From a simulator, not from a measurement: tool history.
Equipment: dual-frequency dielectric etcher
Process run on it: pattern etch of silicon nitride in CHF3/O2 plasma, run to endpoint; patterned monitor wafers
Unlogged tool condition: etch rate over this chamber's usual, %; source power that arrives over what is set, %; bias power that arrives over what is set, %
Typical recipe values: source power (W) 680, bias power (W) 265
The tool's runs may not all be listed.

run	day	source power (W)	bias power (W)	wafers since the last listed run	hours since the last wet clean	hours since the last source power generator calibration	hours since the last bias power generator calibration	hours since the last upper electrode change	incoming incoming film thickness, nm	endpoint time (s)
1	0	680	265	0	3.2	150.6	3181.6	2161.8	104	55.3
2	2.575	680	265	737	65	212.4	3243.4	2223.6	104.7	56
3	6.55	680	297	1138	160.4	307.8	3338.8	2319	104.5	54
4	9.771	680	265	922	237.7	385.1	3416.1	2396.3	104.6	56.8
5	12.738	680	265	849	308.9	456.3	3487.3	2467.5	103.6	56.1
6	15.65	680	265	834	378.8	526.2	3557.2	2537.4	103.8	56.9
7	17.617	680	278	563	426	573.4	3604.4	2584.6	103	55.7
8	20.75	680	278	897	501.2	648.6	3679.6	2659.8	104.4	56.8
9	24.55	680	278	1088	592.4	739.8	3770.8	2751	104.3	57.1
# day 26.358: wet clean of the chamber
10	26.379	680	265	237	0.5	783.7	3814.7	2794.9	103.1	55.3
11	30.212	680	265	1098	92.5	875.7	3906.7	2886.9	103.6	56.1
# day 30.438: bias power generator calibrated
12	32.533	680	301	617	148.2	931.4	50.3	2942.6	104.8	54.5
13	35.542	620	287	861	220.4	1003.6	122.5	3014.8	105	56.6
# day 37.454: upper electrode replaced
14	37.883	630	223	384	276.6	1059.8	178.7	10.3	103.5	60.7
15	42.083	680	265	1203	377.4	1160.6	279.5	111.1	105.6	58.2
16	44.033	630	240	558	424.2	1207.4	326.3	157.9	103.1	59.8
17	47.379	570	220	958	504.5	1287.7	406.6	238.2	103.6	62.9
18	49.404	790	303	580	553.1	1336.3	455.2	286.8	104	54
19	51.967	620	287	734	614.6	1397.8	516.7	348.3	103.5	57.6
# day 52.967: wet clean of the chamber
20	56.1	760	313	897	75.2	1497	615.9	447.5	103.7	51.9
# day 56.529: source power generator calibrated
21	59.333	810	286	878	152.8	67.3	693.5	525.1	104.1	53.6
22	61.708	520	324	680	209.8	124.3	750.5	582.1	105	56.4
23	69.425	760	312	2210	395	309.5	935.7	767.3	103.3	52.9
24	71.175	600	292	501	437	351.5	977.7	809.3	103.5	56.8
25	75.462	830	283	1228	539.9	454.4	1080.6	912.2	104.5	54.9
# day 78.358: wet clean of the chamber
26	78.4	680	278	554	1	524.9	1151.1	982.7	103.4	54.7

What if the next run were any one of these 5? Each begins from the tool's condition after run 26:
A	78.417	540	265	4	1.4	525.3	1151.5	983.1	104.1	?
B	78.417	580	265	4	1.4	525.3	1151.5	983.1	104.1	?
C	78.417	530	286	4	1.4	525.3	1151.5	983.1	104.1	?
D	78.417	850	207	4	1.4	525.3	1151.5	983.1	104.1	?
E	78.417	780	265	4	1.4	525.3	1151.5	983.1	104.1	?

run	endpoint time (s)
A	58.1
B	57.4
C	56.8
D	57.6
E	54.3
The same runs, with their run-to-run variation unchanged, on a tool lacking any hidden condition would have given:
run	endpoint time (s)
A	58
B	57.3
C	56.8
D	57.6
E	54.2

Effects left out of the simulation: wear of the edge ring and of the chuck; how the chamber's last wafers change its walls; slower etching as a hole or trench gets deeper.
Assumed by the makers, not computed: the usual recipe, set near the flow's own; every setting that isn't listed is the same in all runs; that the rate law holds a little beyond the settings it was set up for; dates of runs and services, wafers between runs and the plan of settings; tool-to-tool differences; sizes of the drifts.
